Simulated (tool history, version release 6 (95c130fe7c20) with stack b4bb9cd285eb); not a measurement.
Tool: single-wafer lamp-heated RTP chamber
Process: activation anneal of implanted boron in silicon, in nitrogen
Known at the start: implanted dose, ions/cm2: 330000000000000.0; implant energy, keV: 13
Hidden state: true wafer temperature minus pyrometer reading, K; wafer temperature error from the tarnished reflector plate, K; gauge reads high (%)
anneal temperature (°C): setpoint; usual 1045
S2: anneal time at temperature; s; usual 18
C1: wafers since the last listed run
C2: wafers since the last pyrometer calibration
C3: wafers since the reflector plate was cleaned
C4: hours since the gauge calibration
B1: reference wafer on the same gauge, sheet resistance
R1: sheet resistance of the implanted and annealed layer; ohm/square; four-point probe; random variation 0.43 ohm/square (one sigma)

run 1 hour=0.0 | anneal_temperature_(°C)=1045 S2=10 | C1=0 C2=3893 C3=10040 C4=218.0 | B1=280.74 | R1=289.96
-- hour=18.5 pyrometer window cleaned and pyrometer calibrated
run 2 hour=19.0 | anneal_temperature_(°C)=1045 S2=10 | C1=176 C2=7 C3=10216 C4=237.0 | B1=280.98 | R1=290.33
run 3 hour=26.2 | anneal_temperature_(°C)=1031 S2=14 | C1=115 C2=122 C3=10332 C4=244.2 | B1=281.07 | R1=289.96
run 4 hour=32.7 | anneal_temperature_(°C)=1031 S2=14 | C1=104 C2=227 C3=10436 C4=250.7 | B1=281.33 | R1=290.34
run 5 hour=47.2 | anneal_temperature_(°C)=1045 S2=18 | C1=232 C2=459 C3=10669 C4=265.2 | B1=281.42 | R1=289.15
run 6 hour=53.9 | anneal_temperature_(°C)=1045 S2=18 | C1=107 C2=567 C3=10776 C4=271.9 | B1=281.45 | R1=288.58
run 7 hour=70.4 | anneal_temperature_(°C)=1045 S2=18 | C1=264 C2=832 C3=11041 C4=288.4 | B1=281.42 | R1=289.52
run 8 hour=78.2 | anneal_temperature_(°C)=1045 S2=18 | C1=125 C2=957 C3=11166 C4=296.2 | B1=281.73 | R1=289.71
run 9 hour=95.8 | anneal_temperature_(°C)=1022 S2=18 | C1=282 C2=1239 C3=11449 C4=313.8 | B1=281.92 | R1=291.16
run 10 hour=104.0 | anneal_temperature_(°C)=1022 S2=18 | C1=131 C2=1371 C3=11580 C4=322.0 | B1=281.95 | R1=291.86
run 11 hour=118.3 | anneal_temperature_(°C)=1022 S2=18 | C1=229 C2=1600 C3=11810 C4=336.3 | B1=282.01 | R1=291.45
run 12 hour=131.1 | anneal_temperature_(°C)=1045 S2=18 | C1=205 C2=1806 C3=12015 C4=349.1 | B1=282.47 | R1=290.54
run 13 hour=141.3 | anneal_temperature_(°C)=1045 S2=18 | C1=163 C2=1969 C3=12179 C4=359.3 | B1=282.62 | R1=290.30
-- hour=155.8 gauge calibrated
run 14 hour=158.7 | anneal_temperature_(°C)=1045 S2=18 | C1=279 C2=2249 C3=12458 C4=2.9 | B1=279.50 | R1=286.87
run 15 hour=175.7 | anneal_temperature_(°C)=1045 S2=18 | C1=272 C2=2521 C3=12731 C4=19.9 | B1=279.57 | R1=286.80
run 16 hour=187.4 | anneal_temperature_(°C)=1045 S2=18 | C1=187 C2=2709 C3=12919 C4=31.6 | B1=279.43 | R1=287.18
run 17 hour=203.9 | anneal_temperature_(°C)=1045 S2=18 | C1=264 C2=2974 C3=13183 C4=48.1 | B1=279.84 | R1=287.26
run 18 hour=214.6 | anneal_temperature_(°C)=1045 S2=15 | C1=171 C2=3146 C3=13355 C4=58.8 | B1=279.56 | R1=287.41
run 19 hour=232.0 | anneal_temperature_(°C)=1045 S2=14 | C1=279 C2=3425 C3=13634 C4=76.2 | B1=279.71 | R1=287.80
-- hour=247.6 pyrometer window cleaned and pyrometer calibrated
run 20 hour=248.1 | anneal_temperature_(°C)=1022 S2=13 | C1=129 C2=8 C3=13764 C4=92.3 | B1=279.59 | R1=289.72
-- hour=260.4 reflector plate cleaned
run 21 hour=263.2 | anneal_temperature_(°C)=1025 S2=11 | C1=113 C2=122 C3=44 C4=107.4 | B1=279.88 | R1=289.49
run 22 hour=274.2 | anneal_temperature_(°C)=1059 S2=18 | C1=176 C2=298 C3=221 C4=118.4 | B1=279.88 | R1=286.65
run 23 hour=283.2 | anneal_temperature_(°C)=1066 S2=26 | C1=144 C2=442 C3=365 C4=127.4 | B1=279.99 | R1=284.87
run 24 hour=296.2 | anneal_temperature_(°C)=1068 S2=28 | C1=208 C2=651 C3=574 C4=140.4 | B1=280.13 | R1=284.28
run 25 hour=312.0 | anneal_temperature_(°C)=1028 S2=21 | C1=253 C2=905 C3=827 C4=156.2 | B1=280.05 | R1=287.78
run 26 hour=321.7 | anneal_temperature_(°C)=1045 S2=18 | C1=155 C2=1060 C3=983 C4=165.9 | B1=280.16 | R1=287.75
run 27 hour=327.8 | anneal_temperature_(°C)=1045 S2=18 | C1=97 C2=1158 C3=1081 C4=172.0 | B1=280.19 | R1=287.73
run 28 hour=334.6 | anneal_temperature_(°C)=1026 S2=11 | C1=109 C2=1267 C3=1190 C4=178.8 | B1=280.18 | R1=290.15
run 29 hour=345.7 | anneal_temperature_(°C)=1033 S2=24 | C1=178 C2=1445 C3=1368 C4=189.9 | B1=280.33 | R1=287.68
run 30 hour=362.1 | anneal_temperature_(°C)=1045 S2=18 | C1=263 C2=1709 C3=1631 C4=206.3 | B1=280.63 | R1=287.89
run 31 hour=410.4 | anneal_temperature_(°C)=1045 S2=18 | C1=775 C2=2484 C3=2406 C4=254.6 | B1=280.78 | R1=288.13
run 32 hour=421.1 | anneal_temperature_(°C)=1021 S2=11 | C1=171 C2=2655 C3=2578 C4=265.3 | B1=281.04 | R1=290.97
run 33 hour=436.5 | anneal_temperature_(°C)=1045 S2=18 | C1=247 C2=2902 C3=2825 C4=280.7 | B1=281.20 | R1=288.72
run 34 hour=445.8 | anneal_temperature_(°C)=1045 S2=18 | C1=149 C2=3052 C3=2974 C4=290.0 | B1=281.31 | R1=289.43
run 35 hour=452.8 | anneal_temperature_(°C)=1064 S2=14 | C1=112 C2=3164 C3=3087 C4=297.0 | B1=281.33 | R1=288.39

Hidden state or all else? Some run-to-run changes of R1, split into what the settings, what came in and random variation would give without the hidden state, and what is left for the hidden state (with any gauge scatter that isn't in both results):
Run 8 -> 9: anneal temperature (°C) 1045 -> 1022. R1 +1.45 ohm/square: hidden state +0.23, all else +1.22.
Run 13 -> 14: gauge calibrated. R1 -3.43 ohm/square: hidden state -3.08, all else -0.35.
Run 21 -> 22: anneal temperature (°C) 1025 -> 1059, S2 11 -> 18. R1 -2.84 ohm/square: hidden state +0.06, all else -2.90.
Run 24 -> 25: anneal temperature (°C) 1068 -> 1028, S2 28 -> 21. R1 +3.50 ohm/square: hidden state +0.09, all else +3.41.
Run 30 -> 31: no setting changed, nothing entered. R1 +0.24 ohm/square: hidden state +0.46, all else -0.22.
